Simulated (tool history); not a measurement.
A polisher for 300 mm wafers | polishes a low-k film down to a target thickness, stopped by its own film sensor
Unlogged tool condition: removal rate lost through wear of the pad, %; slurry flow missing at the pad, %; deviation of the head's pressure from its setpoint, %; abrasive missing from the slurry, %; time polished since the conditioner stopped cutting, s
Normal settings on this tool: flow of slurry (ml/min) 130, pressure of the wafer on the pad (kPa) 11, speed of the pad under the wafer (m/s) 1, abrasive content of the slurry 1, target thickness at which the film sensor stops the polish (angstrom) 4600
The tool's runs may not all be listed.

| run | day | flow of slurry (ml/min) | pressure of the wafer on the pad (kPa) | speed of the pad under the wafer (m/s) | abrasive content of the slurry | target thickness at which the film sensor stops the polish (angstrom) | wafers since the last listed run | wafers polished on this pad | hours since the slurry nozzle was cleaned | hours since the head pressure was calibrated | hours since the slurry blender was calibrated | hours since the conditioning disc was replaced | incoming thickness of the incoming film, nm | time until the film sensor stopped the polish (s) |
|---|---|---|---|---|---|---|---|---|---|---|---|---|---|---|
| 1 | 0 | 130 | 11 | 1.26 | 1 | 4600 | 0 | 168 | 111.4 | 1177.1 | 319.4 | 44.2 | 490.5 | 69.9 |
| 2 | 1.371 | 130 | 11 | 1.26 | 1 | 4600 | 441 | 610 | 144.3 | 1210 | 352.3 | 77.1 | 489.5 | 66.2 |
| 3 | 1.925 | 130 | 11 | 1 | 1 | 4600 | 178 | 788 | 157.6 | 1223.3 | 365.6 | 90.4 | 486.8 | 71.5 |
| 4 | 3.346 | 130 | 13.8 | 1 | 1 | 4600 | 457 | 1245 | 191.7 | 1257.4 | 399.7 | 124.5 | 478.4 | 39.5 |
|  | 4.129 | worn pad replaced by a new one |
| 5 | 4.438 | 130 | 13.8 | 1 | 1 | 4600 | 297 | 99 | 217.9 | 1283.6 | 425.9 | 150.7 | 481.7 | 44.8 |
| 6 | 5.4 | 130 | 11 | 1 | 1 | 4570 | 309 | 409 | 241 | 1306.7 | 449 | 173.8 | 477.5 | 54.7 |
| 7 | 6.683 | 130 | 11 | 1 | 1 | 4570 | 412 | 822 | 271.8 | 1337.5 | 479.8 | 204.6 | 481.7 | 66.8 |
|  | 7.538 | slurry blender recalibrated |
| 8 | 8.096 | 130 | 11 | 1 | 1 | 4570 | 427 | 1249 | 305.7 | 1371.4 | 13.4 | 238.5 | 479.2 | 60.4 |
|  | 8.696 | worn pad replaced by a new one |
| 9 | 10.221 | 130 | 11 | 1 | 1 | 4550 | 630 | 491 | 356.7 | 1422.4 | 64.4 | 289.5 | 477 | 59.2 |
|  | 10.8 | head pressure recalibrated |
| 10 | 11.408 | 130 | 11 | 1 | 0.9 | 4600 | 355 | 846 | 385.2 | 14.6 | 92.9 | 318 | 480.8 | 56.7 |
|  | 11.671 | conditioning disc replaced and pad reconditioned |
| 11 | 12.062 | 130 | 11 | 1 | 1 | 4600 | 183 | 1030 | 400.9 | 30.3 | 108.6 | 9.4 | 477.7 | 48.4 |
|  | 12.638 | worn pad replaced by a new one |
| 12 | 13.104 | 130 | 11 | 0.74 | 1 | 4630 | 281 | 149 | 425.9 | 55.3 | 133.6 | 34.4 | 480.5 | 57.3 |
| 13 | 14.533 | 130 | 11 | 1 | 1 | 4600 | 459 | 609 | 460.2 | 89.6 | 167.9 | 68.7 | 483.7 | 62.2 |
| 14 | 15.388 | 130 | 11 | 1.22 | 1 | 4550 | 274 | 884 | 480.7 | 110.1 | 188.4 | 89.2 | 483.9 | 66.6 |
| 15 | 16.371 | 130 | 11 | 1 | 1 | 4600 | 316 | 1200 | 504.3 | 133.7 | 212 | 112.8 | 480.3 | 53.2 |
|  | 16.592 | slurry nozzle cleaned |
|  | 17.158 | worn pad replaced by a new one |
| 16 | 17.5 | 130 | 11 | 0.74 | 1 | 4600 | 296 | 109 | 21.8 | 160.8 | 239.1 | 139.9 | 477.7 | 57.6 |
| 17 | 18.879 | 165 | 11 | 1 | 0.9 | 4670 | 443 | 553 | 54.9 | 193.9 | 272.2 | 173 | 485.5 | 50.3 |
| 18 | 20.012 | 90 | 8.3 | 1 | 1 | 4600 | 364 | 917 | 82.1 | 221.1 | 299.4 | 200.2 | 471.7 | 45.6 |
|  | 20.912 | worn pad replaced by a new one |
| 19 | 21.125 | 145 | 11 | 0.76 | 1 | 4630 | 304 | 68 | 108.8 | 247.8 | 326.1 | 226.9 | 485.4 | 72.7 |
| 20 | 21.817 | 115 | 9.7 | 0.7 | 1 | 4640 | 222 | 291 | 125.4 | 264.4 | 342.7 | 243.5 | 489.8 | 98.7 |

Hidden state, per run?
removal rate lost through wear of the pad, %: 0 across all the runs
slurry flow missing at the pad, %: 0 across all the runs
deviation of the head's pressure from its setpoint, %: 0 across all the runs
abrasive missing from the slurry, %: 0 across all the runs
time polished since the conditioner stopped cutting, s: 0 across all the runs

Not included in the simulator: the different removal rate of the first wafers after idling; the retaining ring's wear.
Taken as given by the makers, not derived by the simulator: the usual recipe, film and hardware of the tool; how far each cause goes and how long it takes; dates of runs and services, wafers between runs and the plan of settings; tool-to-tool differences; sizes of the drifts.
